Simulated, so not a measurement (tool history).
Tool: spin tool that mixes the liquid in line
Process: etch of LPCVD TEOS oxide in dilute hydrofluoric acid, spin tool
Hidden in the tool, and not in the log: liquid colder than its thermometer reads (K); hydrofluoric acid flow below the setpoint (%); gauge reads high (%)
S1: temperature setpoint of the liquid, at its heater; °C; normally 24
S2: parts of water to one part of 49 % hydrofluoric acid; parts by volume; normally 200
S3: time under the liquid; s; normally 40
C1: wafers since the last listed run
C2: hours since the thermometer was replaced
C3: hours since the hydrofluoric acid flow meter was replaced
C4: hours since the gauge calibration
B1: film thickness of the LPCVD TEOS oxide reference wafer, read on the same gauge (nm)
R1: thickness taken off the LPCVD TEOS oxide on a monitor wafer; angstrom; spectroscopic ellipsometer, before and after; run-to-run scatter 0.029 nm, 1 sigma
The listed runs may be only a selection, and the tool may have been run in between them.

{"run": 1, "hour": 0.0, "S1": 24, "S2": 145, "S3": 40, "C1": 0, "C2": 1709.2, "C3": 953.2, "C4": 32.3, "B1": 130.014, "R1": 55.12}
{"run": 2, "hour": 7.6, "S1": 24, "S2": 145, "S3": 40, "C1": 148, "C2": 1716.8, "C3": 960.8, "C4": 39.9, "B1": 130.017, "R1": 54.93}
{"run": 3, "hour": 17.3, "S1": 24, "S2": 145, "S3": 40, "C1": 189, "C2": 1726.5, "C3": 970.5, "C4": 49.6, "B1": 130, "R1": 56.39}
{"run": 4, "hour": 34.3, "S1": 24, "S2": 265, "S3": 40, "C1": 331, "C2": 1743.5, "C3": 987.5, "C4": 66.6, "B1": 130, "R1": 26.31}
{"run": 5, "hour": 48.0, "S1": 24, "S2": 265, "S3": 40, "C1": 267, "C2": 1757.2, "C3": 1001.2, "C4": 80.3, "B1": 129.993, "R1": 26.49}
{"run": 6, "hour": 61.4, "S1": 24, "S2": 200, "S3": 40, "C1": 261, "C2": 1770.6, "C3": 1014.6, "C4": 93.7, "B1": 130.016, "R1": 37}
{"run": 7, "hour": 75.0, "S1": 24, "S2": 200, "S3": 30, "C1": 265, "C2": 1784.2, "C3": 1028.2, "C4": 107.3, "B1": 130.012, "R1": 28.05}
{"run": 8, "hour": 91.0, "S1": 24, "S2": 200, "S3": 30, "C1": 312, "C2": 1800.2, "C3": 1044.2, "C4": 123.3, "B1": 130.024, "R1": 28.2}
{"run": 9, "hour": 108.0, "S1": 24, "S2": 200, "S3": 30, "C1": 331, "C2": 1817.2, "C3": 1061.2, "C4": 140.3, "B1": 129.988, "R1": 28.62}
{"run": 10, "hour": 122.7, "S1": 24, "S2": 275, "S3": 40, "C1": 286, "C2": 1831.9, "C3": 1075.9, "C4": 155, "B1": 130.008, "R1": 25.03}
{"run": 11, "hour": 134.7, "S1": 24, "S2": 200, "S3": 40, "C1": 234, "C2": 1843.9, "C3": 1087.9, "C4": 167, "B1": 130.002, "R1": 37.6}
{"run": 12, "hour": 152.6, "S1": 24, "S2": 200, "S3": 40, "C1": 349, "C2": 1861.8, "C3": 1105.8, "C4": 184.9, "B1": 130.008, "R1": 38.16}
{"run": 13, "hour": 170.1, "S1": 24, "S2": 200, "S3": 40, "C1": 341, "C2": 1879.3, "C3": 1123.3, "C4": 202.4, "B1": 129.989, "R1": 37.67}
{"run": 14, "hour": 181.3, "S1": 24, "S2": 200, "S3": 40, "C1": 218, "C2": 1890.5, "C3": 1134.5, "C4": 213.6, "B1": 130.006, "R1": 37.37}
{"run": 15, "hour": 191.1, "S1": 24, "S2": 200, "S3": 40, "C1": 191, "C2": 1900.3, "C3": 1144.3, "C4": 223.4, "B1": 129.993, "R1": 37.91}
{"run": 16, "hour": 205.6, "S1": 24, "S2": 200, "S3": 40, "C1": 282, "C2": 1914.8, "C3": 1158.8, "C4": 237.9, "B1": 129.988, "R1": 37.64}
{"run": 17, "hour": 214.8, "S1": 24, "S2": 200, "S3": 40, "C1": 179, "C2": 1924, "C3": 1168, "C4": 247.1, "B1": 129.995, "R1": 37.66}
{"run": 18, "hour": 225.7, "S1": 27.5, "S2": 155, "S3": 60, "C1": 212, "C2": 1934.9, "C3": 1178.9, "C4": 258, "B1": 130.004, "R1": 87.34}
{"run": 19, "hour": 234.2, "S1": 24, "S2": 200, "S3": 40, "C1": 165, "C2": 1943.4, "C3": 1187.4, "C4": 266.5, "B1": 129.996, "R1": 38.08}
{"run": 20, "hour": 242.6, "S1": 19.5, "S2": 280, "S3": 40, "C1": 163, "C2": 1951.8, "C3": 1195.8, "C4": 274.9, "B1": 130, "R1": 21.3}
{"hour": 263.5, "done": "hydrofluoric acid flow meter replaced"}
{"run": 21, "hour": 272.9, "S1": 24, "S2": 200, "S3": 40, "C1": 571, "C2": 1982.1, "C3": 9.4, "C4": 305.2, "B1": 129.991, "R1": 37.7}
{"hour": 272.9, "done": "gauge calibrated"}
{"run": 22, "hour": 283.4, "S1": 24, "S2": 105, "S3": 30, "C1": 204, "C2": 1992.6, "C3": 19.9, "C4": 10.5, "B1": 130.016, "R1": 59.96}
{"run": 23, "hour": 290.1, "S1": 24, "S2": 200, "S3": 40, "C1": 130, "C2": 1999.3, "C3": 26.6, "C4": 17.2, "B1": 129.995, "R1": 37.52}
{"run": 24, "hour": 298.1, "S1": 24, "S2": 270, "S3": 55, "C1": 156, "C2": 2007.3, "C3": 34.6, "C4": 25.2, "B1": 129.977, "R1": 36.36}
{"hour": 305.1, "done": "thermometer replaced"}
{"run": 25, "hour": 316.1, "S1": 20.5, "S2": 120, "S3": 40, "C1": 331, "C2": 11, "C3": 52.6, "C4": 43.2, "B1": 129.997, "R1": 60.18}
{"run": 26, "hour": 325.6, "S1": 24, "S2": 200, "S3": 55, "C1": 185, "C2": 20.5, "C3": 62.1, "C4": 52.7, "B1": 129.997, "R1": 51.55}
{"run": 27, "hour": 334.8, "S1": 20.5, "S2": 120, "S3": 40, "C1": 179, "C2": 29.7, "C3": 71.3, "C4": 61.9, "B1": 129.987, "R1": 59.82}
{"run": 28, "hour": 340.9, "S1": 27.5, "S2": 115, "S3": 25, "C1": 119, "C2": 35.8, "C3": 77.4, "C4": 68, "B1": 129.992, "R1": 51.02}
{"run": 29, "hour": 348.2, "S1": 24, "S2": 140, "S3": 25, "C1": 142, "C2": 43.1, "C3": 84.7, "C4": 75.3, "B1": 130.001, "R1": 36.07}
{"run": 30, "hour": 358.2, "S1": 25.5, "S2": 120, "S3": 60, "C1": 195, "C2": 53.1, "C3": 94.7, "C4": 85.3, "B1": 129.966, "R1": 109.53}
{"run": 31, "hour": 368.2, "S1": 24, "S2": 200, "S3": 40, "C1": 195, "C2": 63.1, "C3": 104.7, "C4": 95.3, "B1": 130.001, "R1": 37.41}
{"run": 32, "hour": 381.7, "S1": 24, "S2": 200, "S3": 40, "C1": 263, "C2": 76.6, "C3": 118.2, "C4": 108.8, "B1": 129.981, "R1": 38.23}
{"run": 33, "hour": 394.1, "S1": 20.5, "S2": 235, "S3": 25, "C1": 241, "C2": 89, "C3": 130.6, "C4": 121.2, "B1": 129.973, "R1": 17.07}
{"run": 34, "hour": 403.1, "S1": 27, "S2": 255, "S3": 60, "C1": 175, "C2": 98, "C3": 139.6, "C4": 130.2, "B1": 130.009, "R1": 46.57}

Hidden state, per run?
liquid colder than its thermometer reads (K): 0, the same for each run
hydrofluoric acid flow below the setpoint (%): 0, the same for each run
gauge reads high (%): 0, the same for each run
